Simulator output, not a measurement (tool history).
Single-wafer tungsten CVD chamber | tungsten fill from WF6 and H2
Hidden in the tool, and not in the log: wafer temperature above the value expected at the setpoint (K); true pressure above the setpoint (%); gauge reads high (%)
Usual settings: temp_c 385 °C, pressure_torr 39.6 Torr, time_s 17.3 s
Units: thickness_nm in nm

run,hour,temp_c,pressure_torr,time_s,wafers since the last listed run,hours since the last thermocouple change,hours since the last manometer calibration,hours since the showerhead was replaced,hours since the gauge calibration,"read-back reference wafer on the same gauge, thickness_nm",thickness_nm
1,0.0,385,39.6,17.3,0,576.5,1955.6,5319.2,355.4,36.223,42.642
2,10.0,385,39.6,17.3,483,586.5,1965.6,5329.2,365.4,36.171,42.782
3,20.7,385,39.6,17.3,517,597.2,1976.3,5339.9,376.1,36.229,42.617
4,36.4,385,39.6,17.3,759,612.9,1992.0,5355.6,391.8,36.203,42.624
5,48.3,385,39.6,17.3,575,624.8,2003.9,5367.5,403.7,36.210,42.784
6,55.5,376,33.0,17.3,348,632.0,2011.1,5374.7,410.9,36.255,31.928
7,71.7,376,33.0,17.3,783,648.2,2027.3,5390.9,427.1,36.229,31.941
8,89.6,376,33.0,17.3,866,666.1,2045.2,5408.8,445.0,36.203,31.820
9,98.4,394,39.6,17.3,425,674.9,2054.0,5417.6,453.8,36.198,51.028
10,112.3,394,39.6,17.3,672,688.8,2067.9,5431.5,467.7,36.212,51.117
11,125.1,394,39.6,17.3,619,701.6,2080.7,5444.3,480.5,36.229,51.097
# hour 128.7: gauge calibrated
12,132.7,385,39.6,17.3,367,709.2,2088.3,5451.9,4.0,36.235,42.731
# hour 144.4: capacitance manometer re-zeroed and calibrated
13,149.1,385,39.6,17.3,406,725.6,4.7,5468.3,20.4,36.196,45.327
14,165.6,385,39.6,17.3,798,742.1,21.2,5484.8,36.9,36.161,45.052
15,179.8,385,48.3,17.3,687,756.3,35.4,5499.0,51.1,36.157,49.898
# hour 188.5: showerhead replaced
16,189.0,374,32.1,17.3,58,765.5,44.6,0.5,60.3,36.212,31.834
17,200.4,385,39.6,19.0,551,776.9,56.0,11.9,71.7,36.189,49.279
18,215.1,385,39.6,17.3,711,791.6,70.7,26.6,86.4,36.181,44.914
19,230.6,385,45.3,17.3,749,807.1,86.2,42.1,101.9,36.207,48.285
20,245.5,399,39.6,20.4,720,822.0,101.1,57.0,116.8,36.221,69.978
# hour 261.3: thermocouple changed; heater temperature recalibrated
21,261.8,385,39.6,17.3,401,0.5,117.4,73.3,133.1,36.151,44.798
22,291.4,385,39.6,18.9,1432,30.1,147.0,102.9,162.7,36.171,48.841
23,307.6,392,32.8,14.1,783,46.3,163.2,119.1,178.9,36.209,37.852
24,323.3,392,39.6,20.7,759,62.0,178.9,134.8,194.6,36.213,61.718
25,340.8,385,39.6,17.3,846,79.5,196.4,152.3,212.1,36.138,44.650
26,347.0,385,30.1,18.5,299,85.7,202.6,158.5,218.3,36.194,40.948
27,357.3,385,39.6,17.3,498,96.0,212.9,168.8,228.6,36.246,44.674
28,373.3,396,32.1,15.7,774,112.0,228.9,184.8,244.6,36.184,44.781
29,384.7,395,39.6,15.0,551,123.4,240.3,196.2,256.0,36.220,47.047
30,413.4,394,34.9,20.2,1388,152.1,269.0,224.9,284.7,36.235,58.266
31,431.2,376,39.6,17.3,861,169.9,286.8,242.7,302.5,36.196,36.926
32,448.8,385,39.6,17.3,851,187.5,304.4,260.3,320.1,36.208,44.308
33,466.3,385,39.6,15.8,846,205.0,321.9,277.8,337.6,36.172,40.518
34,477.6,370,30.8,15.3,546,216.3,333.2,289.1,348.9,36.212,24.835
35,488.7,385,39.6,17.3,537,227.4,344.3,300.2,360.0,36.179,44.371

3 ways to go on from here, each from the tool as it stands after run 35. What would each give?
A,489.1,385,39.6,17.3,19,227.8,344.7,300.6,360.4,?,?
B,489.1,393,35.7,19.1,19,227.8,344.7,300.6,360.4,?,?
C,489.1,385,44.3,18.3,19,227.8,344.7,300.6,360.4,?,?

run,"read-back reference wafer on the same gauge, thickness_nm",thickness_nm
A,36.195,44.179
B,36.195,54.138
C,36.195,49.615
Without the tool's hidden state the same runs would have given:
run,thickness_nm
A,44.776
B,54.877
C,50.269
